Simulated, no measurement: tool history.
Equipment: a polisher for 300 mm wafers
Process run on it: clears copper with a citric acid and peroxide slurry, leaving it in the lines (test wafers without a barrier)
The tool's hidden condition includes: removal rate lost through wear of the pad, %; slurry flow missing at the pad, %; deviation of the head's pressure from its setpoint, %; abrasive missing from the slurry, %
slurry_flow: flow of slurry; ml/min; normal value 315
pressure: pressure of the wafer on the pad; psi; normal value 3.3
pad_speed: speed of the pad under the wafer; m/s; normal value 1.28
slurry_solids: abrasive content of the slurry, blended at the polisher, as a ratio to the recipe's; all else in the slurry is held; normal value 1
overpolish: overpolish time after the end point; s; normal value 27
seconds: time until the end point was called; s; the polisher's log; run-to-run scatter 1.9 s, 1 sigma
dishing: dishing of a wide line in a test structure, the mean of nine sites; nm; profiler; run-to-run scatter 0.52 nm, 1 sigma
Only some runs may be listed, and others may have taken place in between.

run,hour,slurry_flow,pressure,pad_speed,slurry_solids,overpolish,wafers since the last listed run,wafers polished on this pad,hours since the slurry nozzle was cleaned,hours since the head pressure was calibrated,hours since the slurry blender was calibrated,"incoming thickness of the incoming film, nm",seconds,dishing
1,0,315,3.3,1.28,1,27,0,1059,194.6,416.8,11.9,388.1,151.8,43.4
2,33.6,315,3.3,1.28,1,27,316,1376,228.2,450.4,45.5,383.2,159.8,42.9
# hour 44.2: worn pad replaced by a new one
3,54,315,3.3,1.28,1,27,154,91,248.6,470.8,65.9,386.6,138.9,47.8
4,75.4,315,2.9,1.28,1,27,201,293,270,492.2,87.3,384.5,162.3,41.4
5,95.9,315,2.9,1.28,1,27,192,486,290.5,512.7,107.8,388.2,168.6,40.1
6,114.1,315,3.3,1.28,1,27,171,657,308.7,530.9,126,386,145,44.9
7,145.2,315,3.3,1.28,1,27,292,950,339.8,562,157.1,384.5,155.5,44.2
# hour 159.7: slurry blender recalibrated
8,165.1,315,3.3,1.28,1,27,168,1118,359.7,581.9,5.4,386.6,154.3,42.4
# hour 182: slurry nozzle cleaned
# hour 184.8: worn pad replaced by a new one
9,193.8,315,3.3,1.28,1,27,233,84,11.8,610.6,34.1,385.1,142.9,44.8
10,219.5,315,3.8,1.62,1,27,241,326,37.5,636.3,59.8,382.4,106,59.7
11,232.5,315,3.7,1.16,1,27,122,448,50.5,649.3,72.8,384.2,141.9,45.2
# hour 244.2: head pressure recalibrated
12,253.9,225,3.3,1.4,1,27,182,631,71.9,9.7,94.2,380.2,127.6,48.9
13,269.8,315,3.3,1.28,1,27,149,781,87.8,25.6,110.1,386.1,143.2,46.3

Forecast run 14:
14,286.3,315,3.3,1.28,1,27,155,936,104.3,42.1,126.6,389.3,?,?

Run 14 measured seconds 144.2 s, dishing 46.8 nm.
Had the tool carried no hidden state, the very same run would have given seconds 130.4 s, dishing 50.7 nm.
